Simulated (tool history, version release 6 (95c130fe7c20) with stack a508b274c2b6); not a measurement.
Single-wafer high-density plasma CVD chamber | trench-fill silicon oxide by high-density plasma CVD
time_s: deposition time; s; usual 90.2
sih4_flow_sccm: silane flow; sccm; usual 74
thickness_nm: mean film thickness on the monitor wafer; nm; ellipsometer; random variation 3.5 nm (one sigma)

run      day  time_s  sih4_flow_sccm  wafers since the last listed run  hours since the silane flow controller was replaced  hours since the gauge calibration  read-back reference wafer on the same gauge, thickness_nm  thickness_nm
  1    0.000    90.2              74                                 0                                               2799.1                              818.4                                                    531.957       609.931
  2    1.892    90.2              74                               658                                               2844.5                              863.8                                                    532.283       611.825
  3    4.167    90.2              74                               791                                               2899.1                              918.4                                                    532.407       607.812
  4    8.200    90.2              74                              1403                                               2995.9                             1015.2                                                    530.795       613.661
  5    9.879    90.2              74                               584                                               3036.2                             1055.5                                                    530.904       613.995
  6   11.892    90.2              74                               700                                               3084.5                             1103.8                                                    531.754       609.029
  7   14.154    90.2              74                               787                                               3138.8                             1158.1                                                    532.054       613.702
  8   16.625    90.2              64                               859                                               3198.1                             1217.4                                                    531.181       536.277
  9   18.983    90.2              64                               820                                               3254.7                             1274.0                                                    533.415       525.847
 10   23.346    90.2              83                              1517                                               3359.4                             1378.7                                                    531.423       690.843
 11   27.700    90.2              83                              1514                                               3463.9                             1483.2                                                    531.222       683.746
 12   31.338    90.2              74                              1265                                               3551.2                             1570.5                                                    531.403       611.625
 13   35.754    90.2              74                              1536                                               3657.2                             1676.5                                                    532.227       613.859
 14   37.750    90.2              74                               694                                               3705.1                             1724.4                                                    532.255       612.768
 15   39.317    90.2              74                               545                                               3742.7                             1762.0                                                    529.768       612.698
      40.304  -- silane flow controller replaced
 16   41.183   100.4              61                               533                                                 21.1                             1806.8                                                    533.084       561.228
 17   49.362    95.9              74                              2845                                                217.4                             2003.1                                                    531.956       652.995
 18   53.254    90.2              79                              1353                                                310.8                             2096.5                                                    531.560       653.957
 19   55.267   101.6              65                               700                                                359.1                             2144.8                                                    530.742       605.793
 20   57.338    90.2              74                               720                                                408.8                             2194.5                                                    531.932       609.458
 21   59.629    90.2              74                               797                                                463.8                             2249.5                                                    532.379       616.670
 22   63.758    74.9              86                              1436                                                562.9                             2348.6                                                    531.422       591.304
 23   65.883    90.2              69                               739                                                613.9                             2399.6                                                    532.599       569.659
 24   68.254    90.2              74                               824                                                670.8                             2456.5                                                    531.276       612.596
 25   72.217   108.1              69                              1378                                                765.9                             2551.6                                                    531.904       687.564
 26   74.408    90.2              63                               762                                                818.5                             2604.2                                                    532.133       524.869
      79.558  -- gauge calibrated
 27   87.850    90.2              74                              4676                                               1141.1                              199.0                                                    531.695       619.555
 28   90.846    98.3              74                              1042                                               1213.0                              270.9                                                    530.200       662.992
 29   93.742   102.9              59                              1007                                               1282.5                              340.4                                                    530.470       551.562
 30   97.362    90.2              74                              1259                                               1369.4                              427.3                                                    532.119       620.524
 31  101.617    73.6              88                              1480                                               1471.5                              529.4                                                    532.175       597.035

Forecast each of these 3 alternatives for the next run:
  A  101.633    90.2              66                                 5                                               1471.9                              529.8                                                          ?             ?
  B  101.633    95.6              66                                 5                                               1471.9                              529.8                                                          ?             ?
  C  101.633    90.2              70                                 5                                               1471.9                              529.8                                                          ?             ?

run  read-back reference wafer on the same gauge, thickness_nm  thickness_nm
  A                                                    531.992       544.479
  B                                                    531.992       577.075
  C                                                    531.992       577.478
Without the tool's hidden state the same runs would have given:
run  thickness_nm
  A       544.479
  B       577.075
  C       577.478

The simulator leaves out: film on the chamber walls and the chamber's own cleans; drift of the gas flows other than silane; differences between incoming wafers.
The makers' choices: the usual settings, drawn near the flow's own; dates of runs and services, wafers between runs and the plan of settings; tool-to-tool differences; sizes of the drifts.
